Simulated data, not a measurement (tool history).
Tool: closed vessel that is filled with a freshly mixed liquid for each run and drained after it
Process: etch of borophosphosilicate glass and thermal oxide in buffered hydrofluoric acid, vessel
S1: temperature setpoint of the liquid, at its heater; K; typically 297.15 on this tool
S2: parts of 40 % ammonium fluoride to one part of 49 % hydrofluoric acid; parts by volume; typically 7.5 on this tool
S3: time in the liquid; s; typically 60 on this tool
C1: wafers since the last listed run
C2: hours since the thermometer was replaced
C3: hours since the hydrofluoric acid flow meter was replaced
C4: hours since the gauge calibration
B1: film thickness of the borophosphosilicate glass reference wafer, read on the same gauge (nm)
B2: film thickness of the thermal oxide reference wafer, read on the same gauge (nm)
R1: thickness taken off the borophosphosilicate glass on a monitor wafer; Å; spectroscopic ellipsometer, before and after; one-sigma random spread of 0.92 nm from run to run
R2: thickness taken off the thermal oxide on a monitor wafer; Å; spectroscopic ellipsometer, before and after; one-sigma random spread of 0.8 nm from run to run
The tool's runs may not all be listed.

run	hour	S1	S2	S3	C1	C2	C3	C4	B1	B2	R1	R2
1	0.0	297.15	6.0	60	0	722.2	1265.3	56.5	39.99	60.00	2914.9	1226.9
2	33.1	297.15	7.5	85	4030	755.3	1298.4	89.6	39.99	59.98	3319.2	1421.0
3	90.2	297.15	7.5	85	6953	812.4	1355.5	146.7	40.01	59.99	3316.6	1426.9
4	149.5	297.15	10.0	60	7221	871.7	1414.8	206.0	39.98	59.98	1783.6	777.5
5	176.3	297.15	10.0	60	3263	898.5	1441.6	232.8	40.00	60.01	1790.8	766.9
6	225.1	297.15	10.0	60	5942	947.3	1490.4	281.6	39.96	59.99	1792.5	767.5
7	281.7	297.15	7.5	60	6892	1003.9	1547.0	338.2	40.02	60.00	2354.1	1000.7
8	327.9	297.15	7.5	60	5626	1050.1	1593.2	384.4	39.99	60.01	2341.6	1018.4
9	369.4	297.15	7.5	60	5053	1091.6	1634.7	425.9	40.05	60.00	2346.2	1015.9
10	398.0	294.15	7.5	60	3482	1120.2	1663.3	454.5	40.01	59.99	1984.1	857.5
11	447.8	297.15	7.5	60	6064	1170.0	1713.1	504.3	40.00	60.02	2343.8	1013.1
12	517.5	298.65	7.5	90	8487	1239.7	1782.8	574.0	40.01	60.03	3801.5	1641.2

What will run 13 give?
13	720.8	297.15	7.5	60	24756	1443.0	1986.1	777.3	?	?	?	?

B1: 40.00
B2: 59.99
R1: 2323.1 Å
R2: 1009.4 Å
The same run, on a tool lacking any hidden state, would have yielded R1 2323.1 Å, R2 1009.4 Å.
